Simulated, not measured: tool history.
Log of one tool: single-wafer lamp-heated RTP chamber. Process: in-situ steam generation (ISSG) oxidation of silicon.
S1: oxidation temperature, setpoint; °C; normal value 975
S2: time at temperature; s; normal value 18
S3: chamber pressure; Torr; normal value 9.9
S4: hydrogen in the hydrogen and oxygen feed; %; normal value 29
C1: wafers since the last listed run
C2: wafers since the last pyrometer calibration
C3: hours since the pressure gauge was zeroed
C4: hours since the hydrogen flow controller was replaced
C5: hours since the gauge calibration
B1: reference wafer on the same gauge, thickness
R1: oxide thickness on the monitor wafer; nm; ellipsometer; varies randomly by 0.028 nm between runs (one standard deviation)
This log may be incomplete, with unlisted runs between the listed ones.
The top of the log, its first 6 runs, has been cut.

{"run": 7, "hour": 65.0, "S1": 975, "S2": 18, "S3": 9.9, "S4": 29, "C1": 132, "C2": 2602, "C3": 2290.8, "C4": 38.6, "C5": 476.7, "B1": 5.712, "R1": 5.095}
{"run": 8, "hour": 73.1, "S1": 975, "S2": 18, "S3": 9.9, "S4": 29, "C1": 66, "C2": 2668, "C3": 2298.9, "C4": 46.7, "C5": 484.8, "B1": 5.721, "R1": 5.034}
{"run": 9, "hour": 81.1, "S1": 975, "S2": 18, "S3": 9.9, "S4": 29, "C1": 65, "C2": 2734, "C3": 2306.9, "C4": 54.7, "C5": 492.8, "B1": 5.719, "R1": 5.067}
{"hour": 97.2, "done": "gauge calibrated"}
{"run": 10, "hour": 97.9, "S1": 975, "S2": 18, "S3": 9.9, "S4": 29, "C1": 137, "C2": 2871, "C3": 2323.7, "C4": 71.5, "C5": 0.7, "B1": 5.702, "R1": 5.084}
{"run": 11, "hour": 107.4, "S1": 975, "S2": 12, "S3": 9.2, "S4": 29, "C1": 77, "C2": 2949, "C3": 2333.2, "C4": 81.0, "C5": 10.2, "B1": 5.717, "R1": 4.373}
{"run": 12, "hour": 124.8, "S1": 963, "S2": 13, "S3": 10.2, "S4": 21, "C1": 142, "C2": 3092, "C3": 2350.6, "C4": 98.4, "C5": 27.6, "B1": 5.718, "R1": 3.926}
{"run": 13, "hour": 137.6, "S1": 975, "S2": 23, "S3": 10.2, "S4": 29, "C1": 104, "C2": 3197, "C3": 2363.4, "C4": 111.2, "C5": 40.4, "B1": 5.703, "R1": 5.593}
{"run": 14, "hour": 148.4, "S1": 964, "S2": 25, "S3": 10.2, "S4": 20, "C1": 88, "C2": 3285, "C3": 2374.2, "C4": 122.0, "C5": 51.2, "B1": 5.703, "R1": 5.196}
{"run": 15, "hour": 159.1, "S1": 975, "S2": 14, "S3": 9.9, "S4": 29, "C1": 87, "C2": 3373, "C3": 2384.9, "C4": 132.7, "C5": 61.9, "B1": 5.711, "R1": 4.598}
{"run": 16, "hour": 172.7, "S1": 975, "S2": 11, "S3": 9.9, "S4": 29, "C1": 111, "C2": 3484, "C3": 2398.5, "C4": 146.3, "C5": 75.5, "B1": 5.712, "R1": 4.18}
{"hour": 186.8, "done": "pressure gauge zeroed"}
{"run": 17, "hour": 187.3, "S1": 984, "S2": 18, "S3": 9.9, "S4": 24, "C1": 54, "C2": 3538, "C3": 0.5, "C4": 160.9, "C5": 90.1, "B1": 5.716, "R1": 5.082}
{"run": 18, "hour": 198.7, "S1": 975, "S2": 22, "S3": 9.0, "S4": 32, "C1": 93, "C2": 3632, "C3": 11.9, "C4": 172.3, "C5": 101.5, "B1": 5.702, "R1": 5.826}
{"run": 19, "hour": 206.1, "S1": 975, "S2": 18, "S3": 9.9, "S4": 29, "C1": 60, "C2": 3692, "C3": 19.3, "C4": 179.7, "C5": 108.9, "B1": 5.708, "R1": 5.122}
{"run": 20, "hour": 221.0, "S1": 992, "S2": 15, "S3": 10.2, "S4": 26, "C1": 122, "C2": 3814, "C3": 34.2, "C4": 194.6, "C5": 123.8, "B1": 5.714, "R1": 4.902}
{"hour": 237.7, "done": "pyrometer window cleaned and pyrometer calibrated"}
{"run": 21, "hour": 238.2, "S1": 975, "S2": 12, "S3": 9.9, "S4": 29, "C1": 75, "C2": 3, "C3": 51.4, "C4": 211.8, "C5": 141.0, "B1": 5.71, "R1": 4.186}
{"run": 22, "hour": 249.1, "S1": 975, "S2": 24, "S3": 10.2, "S4": 21, "C1": 89, "C2": 93, "C3": 62.3, "C4": 222.7, "C5": 151.9, "B1": 5.708, "R1": 5.278}
{"run": 23, "hour": 261.1, "S1": 964, "S2": 25, "S3": 10.2, "S4": 32, "C1": 98, "C2": 191, "C3": 74.3, "C4": 234.7, "C5": 163.9, "B1": 5.709, "R1": 5.615}
{"run": 24, "hour": 271.9, "S1": 975, "S2": 18, "S3": 9.9, "S4": 29, "C1": 88, "C2": 280, "C3": 85.1, "C4": 245.5, "C5": 174.7, "B1": 5.701, "R1": 4.971}
{"run": 25, "hour": 289.5, "S1": 975, "S2": 13, "S3": 9.9, "S4": 29, "C1": 144, "C2": 424, "C3": 102.7, "C4": 263.1, "C5": 192.3, "B1": 5.706, "R1": 4.374}
{"run": 26, "hour": 298.7, "S1": 975, "S2": 18, "S3": 9.9, "S4": 29, "C1": 75, "C2": 499, "C3": 111.9, "C4": 272.3, "C5": 201.5, "B1": 5.709, "R1": 5.007}
{"run": 27, "hour": 307.2, "S1": 975, "S2": 18, "S3": 10.2, "S4": 32, "C1": 69, "C2": 569, "C3": 120.4, "C4": 280.8, "C5": 210.0, "B1": 5.716, "R1": 5.075}
{"run": 28, "hour": 316.4, "S1": 975, "S2": 16, "S3": 8.8, "S4": 32, "C1": 75, "C2": 644, "C3": 129.6, "C4": 290.0, "C5": 219.2, "B1": 5.711, "R1": 4.979}
{"run": 29, "hour": 322.9, "S1": 984, "S2": 11, "S3": 9.9, "S4": 29, "C1": 53, "C2": 697, "C3": 136.1, "C4": 296.5, "C5": 225.7, "B1": 5.71, "R1": 4.195}
{"run": 30, "hour": 336.2, "S1": 991, "S2": 20, "S3": 10.2, "S4": 29, "C1": 108, "C2": 806, "C3": 149.4, "C4": 309.8, "C5": 239.0, "B1": 5.696, "R1": 5.483}
{"run": 31, "hour": 350.7, "S1": 965, "S2": 15, "S3": 9.9, "S4": 32, "C1": 118, "C2": 925, "C3": 163.9, "C4": 324.3, "C5": 253.5, "B1": 5.705, "R1": 4.616}

Each row is a separate what-if for the run after 31, all from the same tool condition, not one after another. Results?
{"run": "A", "hour": 351.1, "S1": 975, "S2": 20, "S3": 9.9, "S4": 29, "C1": 3, "C2": 929, "C3": 164.3, "C4": 324.7, "C5": 253.9, "B1": "?", "R1": "?"}
{"run": "B", "hour": 351.1, "S1": 981, "S2": 24, "S3": 9.9, "S4": 32, "C1": 3, "C2": 929, "C3": 164.3, "C4": 324.7, "C5": 253.9, "B1": "?", "R1": "?"}
{"run": "C", "hour": 351.1, "S1": 975, "S2": 18, "S3": 8.9, "S4": 20, "C1": 3, "C2": 929, "C3": 164.3, "C4": 324.7, "C5": 253.9, "B1": "?", "R1": "?"}
{"run": "D", "hour": 351.1, "S1": 963, "S2": 22, "S3": 10.2, "S4": 32, "C1": 3, "C2": 929, "C3": 164.3, "C4": 324.7, "C5": 253.9, "B1": "?", "R1": "?"}

run=A B1=5.711 R1=5.215
run=B B1=5.711 R1=5.905
run=C B1=5.711 R1=4.661
run=D B1=5.711 R1=5.286
With the hidden condition removed and each run's random variation left untouched, the same runs would have given:
run=A R1=5.197
run=B R1=5.882
run=C R1=4.645
run=D R1=5.268
